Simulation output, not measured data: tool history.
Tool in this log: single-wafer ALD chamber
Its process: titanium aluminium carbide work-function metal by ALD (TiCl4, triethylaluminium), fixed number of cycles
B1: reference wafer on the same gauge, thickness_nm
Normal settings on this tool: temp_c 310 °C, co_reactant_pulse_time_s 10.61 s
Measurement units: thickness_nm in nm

{"run": 1, "hour": 0.0, "temp_c": 310, "co_reactant_pulse_time_s": 10.61, "B1": 1.989, "thickness_nm": 2.083}
{"run": 2, "hour": 39.0, "temp_c": 310, "co_reactant_pulse_time_s": 10.61, "B1": 1.989, "thickness_nm": 2.085}
{"run": 3, "hour": 108.4, "temp_c": 310, "co_reactant_pulse_time_s": 10.61, "B1": 1.99, "thickness_nm": 2.087}
{"run": 4, "hour": 153.6, "temp_c": 310, "co_reactant_pulse_time_s": 10.61, "B1": 1.991, "thickness_nm": 2.078}
{"run": 5, "hour": 195.2, "temp_c": 310, "co_reactant_pulse_time_s": 10.61, "B1": 1.99, "thickness_nm": 2.087}
{"run": 6, "hour": 262.0, "temp_c": 310, "co_reactant_pulse_time_s": 10.61, "B1": 1.991, "thickness_nm": 2.077}
{"run": 7, "hour": 286.1, "temp_c": 310, "co_reactant_pulse_time_s": 10.61, "B1": 1.99, "thickness_nm": 2.084}
{"run": 8, "hour": 345.5, "temp_c": 310, "co_reactant_pulse_time_s": 10.61, "B1": 1.99, "thickness_nm": 2.078}
{"run": 9, "hour": 373.4, "temp_c": 310, "co_reactant_pulse_time_s": 10.61, "B1": 1.99, "thickness_nm": 2.077}
{"run": 10, "hour": 430.5, "temp_c": 310, "co_reactant_pulse_time_s": 10.61, "B1": 1.989, "thickness_nm": 2.077}
{"run": 11, "hour": 466.4, "temp_c": 310, "co_reactant_pulse_time_s": 10.61, "B1": 1.99, "thickness_nm": 2.083}
{"run": 12, "hour": 501.9, "temp_c": 317, "co_reactant_pulse_time_s": 9.46, "B1": 1.99, "thickness_nm": 2.108}
{"run": 13, "hour": 551.7, "temp_c": 317, "co_reactant_pulse_time_s": 9.46, "B1": 1.989, "thickness_nm": 2.106}
{"hour": 600.0, "done": "showerhead replaced"}
{"run": 14, "hour": 607.8, "temp_c": 310, "co_reactant_pulse_time_s": 6.79, "B1": 1.99, "thickness_nm": 1.993}
{"run": 15, "hour": 652.5, "temp_c": 304, "co_reactant_pulse_time_s": 13.29, "B1": 1.991, "thickness_nm": 2.048}
{"run": 16, "hour": 698.0, "temp_c": 310, "co_reactant_pulse_time_s": 10.61, "B1": 1.99, "thickness_nm": 2.06}
{"hour": 716.5, "done": "gauge calibrated"}
{"run": 17, "hour": 741.6, "temp_c": 310, "co_reactant_pulse_time_s": 10.61, "B1": 1.991, "thickness_nm": 2.07}
{"run": 18, "hour": 810.7, "temp_c": 304, "co_reactant_pulse_time_s": 14.13, "B1": 1.99, "thickness_nm": 2.047}
{"run": 19, "hour": 836.0, "temp_c": 301, "co_reactant_pulse_time_s": 14.39, "B1": 1.991, "thickness_nm": 2.034}
{"run": 20, "hour": 903.2, "temp_c": 301, "co_reactant_pulse_time_s": 7.05, "B1": 1.991, "thickness_nm": 1.912}

Run 21 comes next. What will it give?
{"hour": 912.2, "done": "triethylaluminium bottle replaced"}
{"run": 21, "hour": 929.0, "temp_c": 300, "co_reactant_pulse_time_s": 8.1, "B1": "?", "thickness_nm": "?"}

B1: 1.990
thickness_nm: 1.934 nm
Had the tool carried no hidden state, the very same run would have given thickness_nm 1.983 nm.

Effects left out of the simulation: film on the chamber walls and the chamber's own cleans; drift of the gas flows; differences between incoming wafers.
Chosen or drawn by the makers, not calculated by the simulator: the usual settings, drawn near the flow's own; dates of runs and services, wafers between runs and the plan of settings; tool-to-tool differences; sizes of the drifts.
